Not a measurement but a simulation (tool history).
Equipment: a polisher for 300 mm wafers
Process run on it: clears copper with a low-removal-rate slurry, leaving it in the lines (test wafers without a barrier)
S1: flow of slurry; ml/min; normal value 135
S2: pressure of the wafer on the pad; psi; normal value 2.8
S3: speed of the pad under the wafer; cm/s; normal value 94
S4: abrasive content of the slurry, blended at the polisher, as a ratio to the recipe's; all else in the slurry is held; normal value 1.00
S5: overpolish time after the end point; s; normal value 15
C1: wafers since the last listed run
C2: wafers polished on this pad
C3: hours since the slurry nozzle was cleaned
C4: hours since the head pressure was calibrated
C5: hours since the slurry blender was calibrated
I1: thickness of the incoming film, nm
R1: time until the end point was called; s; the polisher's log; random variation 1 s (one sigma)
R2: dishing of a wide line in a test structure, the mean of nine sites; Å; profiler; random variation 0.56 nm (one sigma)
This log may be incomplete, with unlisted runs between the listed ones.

run,hour,S1,S2,S3,S4,S5,C1,C2,C3,C4,C5,I1,R1,R2
1,0.0,135,2.8,94,1.00,15,0,735,227.8,180.7,465.9,259.9,106.1,271
2,90.2,135,2.8,78,1.00,15,677,1412,318.0,270.9,556.1,262.2,128.9,231
3,165.7,135,2.8,94,1.00,15,567,1979,393.5,346.4,631.6,264.9,108.6,260
# hour 183.9: slurry blender recalibrated
4,262.1,135,2.8,94,1.00,15,709,2689,489.9,442.8,78.2,259.6,106.6,261
5,363.1,135,2.8,94,1.00,15,758,3447,590.9,543.8,179.2,262.1,111.1,261
# hour 429.2: head pressure recalibrated
6,461.1,165,2.8,94,1.00,15,721,4169,688.9,31.9,277.2,260.6,106.6,260
# hour 509.5: worn pad replaced by a new one
7,513.2,135,2.8,94,1.00,15,361,27,741.0,84.0,329.3,264.4,114.2,246
8,599.5,105,2.8,94,1.00,15,648,676,827.3,170.3,415.6,255.9,121.0,226
# hour 629.0: slurry nozzle cleaned
9,687.8,135,2.8,94,0.80,15,655,1331,58.8,258.6,503.9,257.3,109.3,255
10,774.7,135,2.8,94,0.80,15,652,1984,145.7,345.5,590.8,261.5,112.3,250
# hour 782.5: slurry blender recalibrated
11,857.1,135,2.1,94,1.00,15,604,2588,228.1,427.9,74.6,257.0,128.0,217
12,927.7,135,2.8,94,1.00,15,530,3119,298.7,498.5,145.2,262.5,107.5,259
13,972.2,135,2.8,94,1.00,17,334,3453,343.2,543.0,189.7,260.9,107.5,288
# hour 1025.0: head pressure recalibrated
14,1068.8,135,2.8,64,0.75,21,710,4164,439.8,43.8,286.3,261.5,167.1,236
# hour 1086.9: worn pad replaced by a new one
15,1299.1,135,2.8,110,0.70,13,1700,1593,670.1,274.1,516.6,263.3,101.9,243
# hour 1322.0: slurry blender recalibrated
16,1363.5,135,2.8,126,1.00,15,468,2062,734.5,338.5,41.5,258.8,84.9,314
17,1419.1,105,3.1,116,1.00,19,417,2480,790.1,394.1,97.1,264.3,91.9,353
# hour 1478.1: slurry nozzle cleaned
18,1490.3,135,3.8,94,1.00,18,527,3007,12.2,465.3,168.3,257.1,83.2,361
# hour 1548.6: head pressure recalibrated
19,1574.0,135,2.8,94,1.00,15,613,3621,95.9,25.4,252.0,259.1,105.9,263
# hour 1646.9: worn pad replaced by a new one
20,1677.5,110,2.8,94,1.20,15,747,229,199.4,128.9,355.5,261.3,110.2,266
21,1872.6,135,2.8,78,1.00,15,1465,1695,394.5,324.0,550.6,259.4,129.5,220

Run 22 is up next; what results do you expect?
# hour 1908.4: slurry blender recalibrated
22,1966.0,135,2.8,94,1.00,15,686,2381,487.9,417.4,57.6,259.2,?,?

Run 22 yielded R1 109.7 s, R2 246 Å.
Had the tool carried no hidden state, the very same run would have given R1 106.3 s, R2 253 Å.

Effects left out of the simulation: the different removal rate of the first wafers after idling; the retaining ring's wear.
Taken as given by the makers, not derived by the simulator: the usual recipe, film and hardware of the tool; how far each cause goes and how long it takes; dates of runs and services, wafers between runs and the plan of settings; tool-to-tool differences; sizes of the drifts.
